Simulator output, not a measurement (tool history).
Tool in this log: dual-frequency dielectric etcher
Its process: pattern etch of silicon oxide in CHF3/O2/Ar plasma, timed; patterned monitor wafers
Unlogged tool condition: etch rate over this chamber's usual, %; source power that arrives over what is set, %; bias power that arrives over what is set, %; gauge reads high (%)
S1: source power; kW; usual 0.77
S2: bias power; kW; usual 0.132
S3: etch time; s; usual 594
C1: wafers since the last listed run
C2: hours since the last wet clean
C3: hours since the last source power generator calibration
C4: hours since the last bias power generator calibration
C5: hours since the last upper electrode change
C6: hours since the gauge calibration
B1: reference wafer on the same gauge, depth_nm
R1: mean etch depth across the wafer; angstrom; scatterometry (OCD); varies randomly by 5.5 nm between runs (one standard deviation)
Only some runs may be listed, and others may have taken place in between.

run	hour	S1	S2	S3	C1	C2	C3	C4	C5	C6	B1	R1
1	0	0.77	0.132	594	0	15.5	2667.8	1839.9	2766.4	239.6	1110.3	11482
2	47.5	0.77	0.132	594	125	63	2715.3	1887.4	2813.9	287.1	1112.3	11498
3	98.3	0.77	0.132	594	134	113.8	2766.1	1938.2	2864.7	337.9	1108.1	11576
4	137	0.77	0.132	594	102	152.5	2804.8	1976.9	2903.4	376.6	1107.9	11519
5	188.5	0.77	0.132	594	136	204	2856.3	2028.4	2954.9	428.1	1110	11512
6	232.4	0.77	0.106	594	116	247.9	2900.2	2072.3	2998.8	472	1111.5	10481
7	275.7	0.77	0.106	594	114	291.2	2943.5	2115.6	3042.1	515.3	1110.2	10540
# hour 444.2: wet clean of the chamber
8	469.7	0.77	0.106	594	449	25.5	3137.5	2309.6	3236.1	709.3	1110.3	10406
9	509.8	0.67	0.132	594	105	65.6	3177.6	2349.7	3276.2	749.4	1110	10890
# hour 553.2: source power generator calibrated
10	561.3	0.67	0.132	594	125	117.1	8.1	2401.2	3327.7	800.9	1107.5	10878
11	590.1	0.77	0.132	594	76	145.9	36.9	2430	3356.5	829.7	1110.4	11502
# hour 621.2: bias power generator calibrated
12	626.2	0.77	0.132	594	84	182	73	5	3392.6	865.8	1110.8	11617
13	662.2	0.67	0.132	594	95	218	109	41	3428.6	901.8	1107.9	10911
14	709.2	0.77	0.132	594	124	265	156	88	3475.6	948.8	1110.5	11432
15	805.3	0.77	0.132	594	253	361.1	252.1	184.1	3571.7	1044.9	1111.6	11418
16	875.6	0.77	0.15	505	185	431.4	322.4	254.4	3642	1115.2	1111.7	10329
# hour 949.4: wet clean of the chamber
17	949.9	0.93	0.151	490.5	132	0.5	396.7	328.7	3716.3	1189.5	1108.5	10778
18	973.6	0.77	0.132	594	62	24.2	420.4	352.4	3740	1213.2	1113.6	11475
# hour 1057.4: upper electrode replaced
19	1057.9	0.85	0.132	594	159	108.5	504.7	436.7	0.5	1297.5	1109.4	12060
# hour 1074.1: gauge calibrated
20	1104.8	0.89	0.146	477.5	123	155.4	551.6	483.6	47.4	30.7	1110.5	10192

Predict the results of run 21:
21	1150.8	0.66	0.102	651	121	201.4	597.6	529.6	93.4	76.7	?	?

Run 21 measured B1 1109.1, R1 10686 angstrom.
Take away the tool's hidden state, keep the run-to-run variation as it was, and the same run would have given R1 10686 angstrom.
